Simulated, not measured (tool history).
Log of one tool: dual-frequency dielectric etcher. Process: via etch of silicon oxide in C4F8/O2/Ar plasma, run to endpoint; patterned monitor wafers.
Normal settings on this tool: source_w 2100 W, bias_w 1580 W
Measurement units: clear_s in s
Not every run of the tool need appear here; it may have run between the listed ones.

run,hour,source_w,bias_w,wafers since the last listed run,hours since the last wet clean,hours since the last source power generator calibration,hours since the last bias power generator calibration,hours since the last upper electrode change,"incoming incoming film thickness, nm",clear_s
1,0.0,2100,1580,0,26.2,1058.3,1558.6,1996.1,2013.3,412.5
2,68.9,2100,1580,372,95.1,1127.2,1627.5,2065.0,2012.2,411.6
3,132.8,2100,1580,345,159.0,1191.1,1691.4,2128.9,1991.1,410.4
4,185.0,2100,1580,282,211.2,1243.3,1743.6,2181.1,2002.9,412.0
5,230.5,1990,1580,246,256.7,1288.8,1789.1,2226.6,2007.2,423.9
6,270.9,1990,1580,218,297.1,1329.2,1829.5,2267.0,2021.5,425.2
7,336.2,1990,1580,353,362.4,1394.5,1894.8,2332.3,2018.2,422.8
8,387.1,2100,1580,275,413.3,1445.4,1945.7,2383.2,2002.7,408.8
# hour 501.1: source power generator calibrated
9,510.9,2450,1271,648,537.1,9.8,2069.5,2507.0,2003.8,417.0
# hour 551.5: wet clean of the chamber
10,558.7,2100,1580,128,7.2,57.6,2117.3,2554.8,1969.9,411.9
11,608.8,2100,1580,271,57.3,107.7,2167.4,2604.9,2016.6,420.4
12,663.9,2100,1580,298,112.4,162.8,2222.5,2660.0,2020.8,422.2
13,707.5,2100,1580,235,156.0,206.4,2266.1,2703.6,2013.2,419.2
14,778.3,2100,1580,383,226.8,277.2,2336.9,2774.4,2015.7,417.0
15,824.9,1710,1580,252,273.4,323.8,2383.5,2821.0,2009.7,459.0
16,892.7,1580,1778,366,341.2,391.6,2451.3,2888.8,1993.7,455.6
# hour 905.3: bias power generator calibrated
17,935.4,1730,1738,209,383.9,434.3,30.1,2931.5,2004.8,440.8
18,960.9,2100,1580,137,409.4,459.8,55.6,2957.0,2007.8,415.8
19,989.5,1950,1945,154,438.0,488.4,84.2,2985.6,2009.2,403.4
20,1018.2,2100,1778,155,466.7,517.1,112.9,3014.3,2006.9,401.9
21,1074.3,2100,1580,303,522.8,573.2,169.0,3070.4,2013.5,414.2
# hour 1121.5: upper electrode replaced, of another model than before
22,1122.0,2100,1580,128,570.5,620.9,216.7,0.5,2009.2,414.1
# hour 1150.3: wet clean of the chamber
23,1150.8,2560,1381,25,0.5,649.7,245.5,29.3,2042.0,422.5
24,1176.2,2320,1207,137,25.9,675.1,270.9,54.7,1997.4,457.5
25,1221.8,2490,1208,246,71.5,720.7,316.5,100.3,2029.4,453.7
26,1264.7,2100,1580,232,114.4,763.6,359.4,143.2,2009.1,416.1
27,1323.3,2100,1580,317,173.0,822.2,418.0,201.8,2012.2,415.2
28,1373.6,1710,1431,272,223.3,872.5,468.3,252.1,1987.3,457.0
29,1436.5,2320,1821,340,286.2,935.4,531.2,315.0,2016.9,377.8
30,1480.8,1640,1847,239,330.5,979.7,575.5,359.3,1996.1,411.3
31,1545.9,2350,1580,352,395.6,1044.8,640.6,424.4,2009.0,401.3
32,1582.8,2100,1580,199,432.5,1081.7,677.5,461.3,2015.8,414.5
33,1625.9,2100,1580,233,475.6,1124.8,720.6,504.4,1996.9,410.3
34,1675.9,2100,1850,270,525.6,1174.8,770.6,554.4,2023.6,385.9

Across each entry between runs, compare the hidden state at the last listed run before it with the hidden state at the first listed run after it:
Run 8 -> run 9: source power generator calibrated (hour 501.1)
  source power that arrives over what is set, %: 4.25 -> -0.442
  measured minus no-state result, clear_s: -7.9 -> +0.9 s
Run 9 -> run 10: wet clean of the chamber (hour 551.5)
  source power that arrives over what is set, %: -0.442 -> -0.0121
  measured minus no-state result, clear_s: +0.9 -> +0.1 s
Run 16 -> run 17: bias power generator calibrated (hour 905.3)
  source power that arrives over what is set, %: 2.14 -> 2.34
  measured minus no-state result, clear_s: -4.4 -> -4.7 s
Run 21 -> run 22: upper electrode replaced, of another model than before (hour 1121.5)
  source power that arrives over what is set, %: 2.87 -> 3.02
  measured minus no-state result, clear_s: -5.5 -> -3.7 s
Run 22 -> run 23: wet clean of the chamber (hour 1150.3)
  source power that arrives over what is set, %: 3.02 -> 3.11
  measured minus no-state result, clear_s: -3.7 -> -4.0 s
